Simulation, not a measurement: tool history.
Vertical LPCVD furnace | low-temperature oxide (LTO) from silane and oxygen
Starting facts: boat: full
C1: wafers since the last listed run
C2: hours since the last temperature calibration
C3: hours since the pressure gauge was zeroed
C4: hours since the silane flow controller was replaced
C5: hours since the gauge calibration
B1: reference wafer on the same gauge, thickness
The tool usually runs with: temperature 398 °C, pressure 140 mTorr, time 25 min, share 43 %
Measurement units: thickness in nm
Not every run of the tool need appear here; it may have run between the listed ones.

Run 1, hour 0: usual settings; C1 0; C2 1435.3; C3 3311; C4 4465.1; C5 329.4; B1 141.13. Result: thickness 162.25 nm.
Run 2, hour 10.7: usual settings; C1 171; C2 1446; C3 3321.7; C4 4475.8; C5 340.1; B1 140.99. Result: thickness 161.95 nm.
Run 3, hour 31.7: usual settings; C1 335; C2 1467; C3 3342.7; C4 4496.8; C5 361.1; B1 140.97. Result: thickness 162.2 nm.
Run 4, hour 48.6: usual settings; C1 270; C2 1483.9; C3 3359.6; C4 4513.7; C5 378; B1 141.16. Result: thickness 162.49 nm.
Run 5, hour 66.3: usual settings; C1 283; C2 1501.6; C3 3377.3; C4 4531.4; C5 395.7; B1 141.04. Result: thickness 162.43 nm.
Run 6, hour 76.5: usual settings; C1 163; C2 1511.8; C3 3387.5; C4 4541.6; C5 405.9; B1 141.05. Result: thickness 162.57 nm.
Run 7, hour 84.9: usual settings; C1 134; C2 1520.2; C3 3395.9; C4 4550; C5 414.3; B1 141.1. Result: thickness 162.69 nm.
Run 8, hour 98.9: usual settings but share 40 %; C1 223; C2 1534.2; C3 3409.9; C4 4564; C5 428.3; B1 141. Result: thickness 150.13 nm.
Run 9, hour 110.2: usual settings; C1 180; C2 1545.5; C3 3421.2; C4 4575.3; C5 439.6; B1 140.98. Result: thickness 162.63 nm.
Run 10, hour 122.2: usual settings; C1 191; C2 1557.5; C3 3433.2; C4 4587.3; C5 451.6; B1 141.06. Result: thickness 162.7 nm.
Run 11, hour 140.5: usual settings; C1 292; C2 1575.8; C3 3451.5; C4 4605.6; C5 469.9; B1 141.01. Result: thickness 163.92 nm.
Run 12, hour 159: usual settings but time 20 min, share 36 %; C1 295; C2 1594.3; C3 3470; C4 4624.1; C5 488.4; B1 141.05. Result: thickness 105.61 nm.
Run 13, hour 167.5: usual settings but temperature 387 °C, pressure 130 mTorr, time 29 min; C1 135; C2 1602.8; C3 3478.5; C4 4632.6; C5 496.9; B1 141. Result: thickness 155.04 nm.
Run 14, hour 185.6: usual settings but temperature 388 °C, pressure 160 mTorr; C1 289; C2 1620.9; C3 3496.6; C4 4650.7; C5 515; B1 140.98. Result: thickness 167.75 nm.
At hour 219.9: gauge calibrated.
Run 15, hour 224.6: usual settings; C1 623; C2 1659.9; C3 3535.6; C4 4689.7; C5 4.7; B1 141.05. Result: thickness 162.9 nm.
Run 16, hour 232.3: usual settings but time 15.5 min; C1 123; C2 1667.6; C3 3543.3; C4 4697.4; C5 12.4; B1 140.87. Result: thickness 101.61 nm.
Run 17, hour 249.5: usual settings but pressure 160 mTorr, share 49 %; C1 275; C2 1684.8; C3 3560.5; C4 4714.6; C5 29.6; B1 141.08. Result: thickness 213.44 nm.
At hour 273.7: pressure gauge zeroed.
Run 18, hour 274.2: usual settings but temperature 394 °C, pressure 120 mTorr, time 18.5 min; C1 11; C2 1709.5; C3 0.5; C4 4739.3; C5 54.3; B1 141.01. Result: thickness 99.69 nm.
Run 19, hour 279.3: usual settings but temperature 404 °C, pressure 115 mTorr, share 50 %; C1 81; C2 1714.6; C3 5.6; C4 4744.4; C5 59.4; B1 140.89. Result: thickness 165.14 nm.
Run 20, hour 293.5: usual settings; C1 227; C2 1728.8; C3 19.8; C4 4758.6; C5 73.6; B1 141.09. Result: thickness 164.04 nm.
At hour 319.6: thermocouples replaced and temperature profile calibrated.
Run 21, hour 320.1: usual settings but temperature 408 °C, pressure 155 mTorr, time 16.5 min, share 49 %; C1 41; C2 0.5; C3 46.4; C4 4785.2; C5 100.2; B1 140.96. Result: thickness 145.54 nm.
Run 22, hour 325.1: usual settings; C1 79; C2 5.5; C3 51.4; C4 4790.2; C5 105.2; B1 141.03. Result: thickness 158.31 nm.
At hour 350.5: silane flow controller replaced.
Run 23, hour 351: usual settings; C1 30; C2 31.4; C3 77.3; C4 0.5; C5 131.1; B1 141.05. Result: thickness 157.42 nm.
Run 24, hour 356: usual settings but temperature 410 °C; C1 79; C2 36.4; C3 82.3; C4 5.5; C5 136.1; B1 140.98. Result: thickness 180.1 nm.
Run 25, hour 370.8: usual settings; C1 236; C2 51.2; C3 97.1; C4 20.3; C5 150.9; B1 141.12. Result: thickness 158.2 nm.
Run 26, hour 387.3: usual settings but temperature 391 °C, pressure 155 mTorr, time 30 min; C1 263; C2 67.7; C3 113.6; C4 36.8; C5 167.4; B1 141.19. Result: thickness 194.89 nm.
Run 27, hour 398.7: usual settings but temperature 405 °C, pressure 120 mTorr, share 46 %; C1 182; C2 79.1; C3 125; C4 48.2; C5 178.8; B1 141.01. Result: thickness 156.73 nm.
Run 28, hour 408.8: usual settings but temperature 392 °C, time 35 min; C1 161; C2 89.2; C3 135.1; C4 58.3; C5 188.9; B1 141.05. Result: thickness 207.28 nm.
Run 29, hour 424.8: usual settings; C1 255; C2 105.2; C3 151.1; C4 74.3; C5 204.9; B1 141. Result: thickness 157.43 nm.
Run 30, hour 433.2: usual settings but temperature 393 °C, share 50 %; C1 134; C2 113.6; C3 159.5; C4 82.7; C5 213.3; B1 141.01. Result: thickness 174.31 nm.
Run 31, hour 444: usual settings but pressure 170 mTorr, time 16 min, share 49 %; C1 172; C2 124.4; C3 170.3; C4 93.5; C5 224.1; B1 140.93. Result: thickness 140.58 nm.
Run 32, hour 462: usual settings but temperature 401 °C, time 19.5 min; C1 287; C2 142.4; C3 188.3; C4 111.5; C5 242.1; B1 140.95. Result: thickness 127.44 nm.

Give the tool's hidden conditions for every run:
true pressure minus gauge reading, mTorr: 0 at every run
deviation of the silane flow from its setpoint, %: 0 at every run
gauge reads high (%): 0 at every run
H1: true tube temperature minus thermocouple reading, K
run     H1
  1   2.66
  2    2.7
  3   2.77
  4   2.83
  5    2.9
  6   2.94
  7   2.97
  8   3.02
  9   3.07
 10   3.11
 11   3.19
 12   3.26
 13   3.29
 14   3.37
 15   3.53
 16   3.56
 17   3.63
 18   3.73
 19   3.76
 20   3.82
 21  0.411
 22  0.411
 23  0.412
 24  0.412
 25  0.414
 26  0.416
 27  0.419
 28  0.421
 29  0.425
 30  0.427
 31   0.43
 32  0.436

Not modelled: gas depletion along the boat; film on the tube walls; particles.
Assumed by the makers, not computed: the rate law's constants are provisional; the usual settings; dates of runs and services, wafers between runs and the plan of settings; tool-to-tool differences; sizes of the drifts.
